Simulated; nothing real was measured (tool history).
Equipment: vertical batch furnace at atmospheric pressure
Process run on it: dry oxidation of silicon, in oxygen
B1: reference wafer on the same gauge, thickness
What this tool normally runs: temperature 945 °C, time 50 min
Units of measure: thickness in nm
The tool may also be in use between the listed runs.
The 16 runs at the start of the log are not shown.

{"run": 17, "hour": 199.4, "temperature": 945, "time": 50, "B1": 25.89, "thickness": 25.62}
{"run": 18, "hour": 219.1, "temperature": 945, "time": 50, "B1": 25.9, "thickness": 25.66}
{"run": 19, "hour": 229.6, "temperature": 945, "time": 50, "B1": 25.91, "thickness": 25.58}
{"run": 20, "hour": 239.4, "temperature": 933, "time": 40.5, "B1": 25.9, "thickness": 19.55}
{"hour": 270.6, "done": "thermocouples replaced and temperature profile calibrated"}
{"run": 21, "hour": 271.1, "temperature": 945, "time": 73, "B1": 25.9, "thickness": 31.44}
{"run": 22, "hour": 275.9, "temperature": 959, "time": 56.5, "B1": 25.91, "thickness": 30.53}
{"hour": 302.8, "done": "gauge calibrated"}
{"run": 23, "hour": 317.0, "temperature": 961, "time": 74.5, "B1": 25.91, "thickness": 37.24}
{"run": 24, "hour": 335.4, "temperature": 921, "time": 50, "B1": 25.89, "thickness": 19.11}
{"run": 25, "hour": 352.6, "temperature": 945, "time": 71, "B1": 25.9, "thickness": 30.85}
{"run": 26, "hour": 363.4, "temperature": 952, "time": 27, "B1": 25.88, "thickness": 17.8}
{"hour": 395.8, "done": "boat lift adjusted"}
{"run": 27, "hour": 396.3, "temperature": 945, "time": 50, "B1": 25.9, "thickness": 24.49}
{"run": 28, "hour": 401.1, "temperature": 951, "time": 58, "B1": 25.9, "thickness": 28.73}
{"run": 29, "hour": 407.5, "temperature": 945, "time": 50, "B1": 25.91, "thickness": 24.38}
{"run": 30, "hour": 416.5, "temperature": 961, "time": 57, "B1": 25.9, "thickness": 31.28}
{"run": 31, "hour": 436.3, "temperature": 928, "time": 36.5, "B1": 25.9, "thickness": 16.69}
{"run": 32, "hour": 452.6, "temperature": 969, "time": 63, "B1": 25.9, "thickness": 35.69}
{"run": 33, "hour": 467.2, "temperature": 961, "time": 30, "B1": 25.9, "thickness": 21}
{"run": 34, "hour": 475.0, "temperature": 945, "time": 50, "B1": 25.89, "thickness": 24.44}
{"run": 35, "hour": 488.1, "temperature": 945, "time": 50, "B1": 25.9, "thickness": 24.46}
{"run": 36, "hour": 498.7, "temperature": 929, "time": 60, "B1": 25.89, "thickness": 23.31}
{"run": 37, "hour": 518.1, "temperature": 933, "time": 29, "B1": 25.89, "thickness": 14.96}
{"run": 38, "hour": 533.5, "temperature": 945, "time": 50, "B1": 25.89, "thickness": 24.43}

Branching from run 38: 4 alternative next runs. What would each branch give?
{"run": "A", "hour": 538.4, "temperature": 945, "time": 60.5, "B1": "?", "thickness": "?"}
{"run": "B", "hour": 538.4, "temperature": 923, "time": 65.5, "B1": "?", "thickness": "?"}
{"run": "C", "hour": 538.4, "temperature": 928, "time": 70.5, "B1": "?", "thickness": "?"}
{"run": "D", "hour": 538.4, "temperature": 961, "time": 50, "B1": "?", "thickness": "?"}

run=A B1=25.91 thickness=27.77
run=B B1=25.91 thickness=23.41
run=C B1=25.91 thickness=25.8
run=D B1=25.91 thickness=28.89
With the hidden condition removed and each run's random variation left untouched, the same runs would have given:
run=A thickness=27.61
run=B thickness=23.29
run=C thickness=25.66
run=D thickness=28.76
